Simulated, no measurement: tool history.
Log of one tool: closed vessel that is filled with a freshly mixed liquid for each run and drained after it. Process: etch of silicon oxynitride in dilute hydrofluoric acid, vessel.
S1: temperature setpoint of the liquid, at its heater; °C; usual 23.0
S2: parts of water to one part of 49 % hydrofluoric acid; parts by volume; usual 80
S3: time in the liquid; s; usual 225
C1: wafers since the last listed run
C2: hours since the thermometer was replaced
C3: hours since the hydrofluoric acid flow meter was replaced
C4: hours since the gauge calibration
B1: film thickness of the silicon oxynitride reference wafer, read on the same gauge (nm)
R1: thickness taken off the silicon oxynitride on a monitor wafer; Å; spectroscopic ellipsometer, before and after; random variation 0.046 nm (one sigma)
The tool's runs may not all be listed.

run,day,S1,S2,S3,C1,C2,C3,C4,B1,R1
1,0.000,23.0,80,225,0,1983.0,338.1,67.2,59.98,99.9
2,1.358,23.0,80,225,4104,2015.6,370.7,99.8,60.02,99.7
3,2.588,23.0,80,225,3714,2045.1,400.2,129.3,59.95,99.1
4,4.017,23.0,80,160,4318,2079.4,434.5,163.6,60.02,70.6
5,6.671,23.0,80,160,8019,2143.1,498.2,227.3,60.02,70.4
6,7.942,23.0,80,160,3839,2173.6,528.7,257.8,59.96,70.7
7,9.083,23.0,80,225,3449,2201.0,556.1,285.2,60.02,97.8
8,10.500,23.0,80,225,4280,2235.0,590.1,319.2,59.99,98.8
9,11.012,23.0,80,225,1548,2247.3,602.4,331.5,60.05,98.2
10,11.817,23.0,80,225,2429,2266.6,621.7,350.8,60.01,99.2
11,13.117,23.0,80,225,3928,2297.8,652.9,382.0,60.00,98.5
12,14.025,23.0,80,225,2744,2319.6,674.7,403.8,59.98,98.4
13,17.050,23.0,110,225,9140,2392.2,747.3,476.4,60.01,69.9
# day 17.433: gauge calibrated
# day 18.142: hydrofluoric acid flow meter replaced
14,18.375,23.0,80,225,3877,2424.0,5.6,22.6,59.99,98.5
15,19.704,18.0,60,225,4016,2455.9,37.5,54.5,60.03,103.6
# day 19.967: thermometer replaced
16,20.758,27.5,70,270,3059,19.0,62.8,79.8,59.98,179.1
17,21.896,23.0,80,225,3437,46.3,90.1,107.1,60.04,104.5
18,22.700,25.0,80,100,2429,65.6,109.4,126.4,60.03,51.0
19,23.546,18.0,70,260,2555,85.9,129.7,146.7,59.98,108.3
20,24.854,23.0,80,305,3953,117.3,161.1,178.1,59.96,141.7
21,25.758,21.0,60,145,2732,139.0,182.8,199.8,60.00,81.8
22,27.112,26.0,90,155,4091,171.5,215.3,232.3,60.03,72.7
23,28.254,20.0,50,225,3449,198.9,242.7,259.7,60.03,146.6
24,29.546,23.0,80,225,3902,229.9,273.7,290.7,60.03,104.0
25,32.462,27.0,80,275,8812,299.9,343.7,360.7,59.97,153.2
26,33.888,23.0,80,225,4305,334.1,377.9,394.9,59.99,103.4
# day 35.000: gauge calibrated
27,36.821,19.0,80,225,8863,404.5,448.3,43.7,59.99,84.6

Forecast each of these 3 alternatives for the next run:
A,36.850,23.0,80,180,88,405.2,449.0,44.4,?,?
B,36.850,20.5,110,280,88,405.2,449.0,44.4,?,?
C,36.850,26.5,60,225,88,405.2,449.0,44.4,?,?

run,B1,R1
A,59.99,82.7
B,59.99,81.0
C,59.99,165.8
Without the tool's hidden state the same runs would have given:
run,R1
A,83.9
B,82.2
C,168.3
